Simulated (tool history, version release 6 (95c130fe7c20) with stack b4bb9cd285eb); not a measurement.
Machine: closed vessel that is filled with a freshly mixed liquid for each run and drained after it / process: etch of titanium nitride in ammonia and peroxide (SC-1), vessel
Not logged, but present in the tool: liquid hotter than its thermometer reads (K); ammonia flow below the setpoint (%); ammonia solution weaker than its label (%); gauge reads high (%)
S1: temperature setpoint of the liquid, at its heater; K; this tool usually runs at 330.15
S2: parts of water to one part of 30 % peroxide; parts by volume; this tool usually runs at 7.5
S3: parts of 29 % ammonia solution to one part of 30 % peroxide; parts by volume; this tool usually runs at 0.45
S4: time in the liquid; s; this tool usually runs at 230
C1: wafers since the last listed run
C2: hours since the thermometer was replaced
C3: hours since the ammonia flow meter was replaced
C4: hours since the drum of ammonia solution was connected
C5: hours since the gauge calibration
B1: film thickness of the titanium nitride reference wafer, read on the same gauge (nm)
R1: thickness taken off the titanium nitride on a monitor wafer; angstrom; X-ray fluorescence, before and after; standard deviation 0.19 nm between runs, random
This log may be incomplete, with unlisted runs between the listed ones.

run,hour,S1,S2,S3,S4,C1,C2,C3,C4,C5,B1,R1
1,0.0,330.15,7.5,0.45,230,0,484.5,1911.7,211.3,340.0,69.14,219.2
2,59.3,330.15,7.5,0.45,230,4931,543.8,1971.0,270.6,399.3,68.98,217.4
3,124.0,330.15,7.5,0.45,230,5380,608.5,2035.7,335.3,464.0,68.79,216.3
# hour 161.5: new drum of ammonia solution connected
4,177.7,330.15,7.5,0.45,230,4382,662.2,2089.4,16.2,517.7,68.66,214.6
# hour 216.1: thermometer replaced
5,360.5,337.15,7.5,0.45,230,15118,144.4,2272.2,199.0,700.5,68.14,345.8
6,388.2,330.15,7.5,0.45,140,2303,172.1,2299.9,226.7,728.2,68.08,131.3
# hour 420.9: gauge calibrated
7,424.7,330.15,7.5,0.30,230,3035,208.6,2336.4,263.2,3.8,69.69,204.4
# hour 441.9: ammonia flow meter replaced
8,467.7,330.15,7.5,0.45,230,3492,251.6,25.8,306.2,46.8,69.59,223.0
# hour 472.1: new drum of ammonia solution connected
9,525.1,330.15,7.5,0.45,230,4690,309.0,83.2,53.0,104.2,69.44,217.8
10,587.7,330.15,7.5,0.45,230,5205,371.6,145.8,115.6,166.8,69.25,219.2
11,627.9,330.15,7.5,0.45,230,3343,411.8,186.0,155.8,207.0,69.13,218.8
12,675.1,330.15,7.5,0.45,230,3925,459.0,233.2,203.0,254.2,69.02,220.7
13,725.6,330.15,5.0,0.45,230,4199,509.5,283.7,253.5,304.7,68.87,262.8
14,753.8,335.65,5.0,0.30,130,2345,537.7,311.9,281.7,332.9,68.77,200.9
# hour 804.1: new drum of ammonia solution connected
15,805.8,330.15,11.0,0.30,140,4241,589.7,363.9,1.7,384.9,68.66,101.1
16,865.4,330.15,7.5,0.45,230,4956,649.3,423.5,61.3,444.5,68.43,216.3
# hour 958.0: thermometer replaced
17,1064.4,330.15,7.5,0.45,230,16465,106.4,622.5,260.3,643.5,67.93,216.6
# hour 1107.5: gauge calibrated
18,1110.5,338.15,7.5,0.45,275,3833,152.5,668.6,306.4,3.0,70.35,449.8
# hour 1152.9: new drum of ammonia solution connected
19,1162.9,333.65,11.0,0.35,230,4274,204.9,721.0,10.0,55.4,70.21,222.2
20,1217.9,334.65,7.5,0.45,230,4573,259.9,776.0,65.0,110.4,70.08,299.3
21,1248.1,330.15,7.5,0.45,230,2511,290.1,806.2,95.2,140.6,69.98,223.3
22,1311.0,334.65,11.0,0.45,105,5230,353.0,869.1,158.1,203.5,69.79,111.1
23,1354.6,330.15,7.5,0.45,230,3625,396.6,912.7,201.7,247.1,69.68,220.3
24,1388.5,330.15,7.5,0.45,230,2819,430.5,946.6,235.6,281.0,69.59,221.9

List, for all runs, the conditions of the tool that the log does not record:
liquid hotter than its thermometer reads (K): 0 at every run
ammonia flow below the setpoint (%): 0 at every run
ammonia solution weaker than its label (%): 0 at every run
H1: gauge reads high (%)
run,H1
1,-1.21
2,-1.45
3,-1.71
4,-1.92
5,-2.65
6,-2.76
7,-0.41
8,-0.582
9,-0.811
10,-1.06
11,-1.22
12,-1.41
13,-1.61
14,-1.73
15,-1.93
16,-2.17
17,-2.97
18,0.52
19,0.31
20,0.09
21,-0.0308
22,-0.282
23,-0.457
24,-0.592
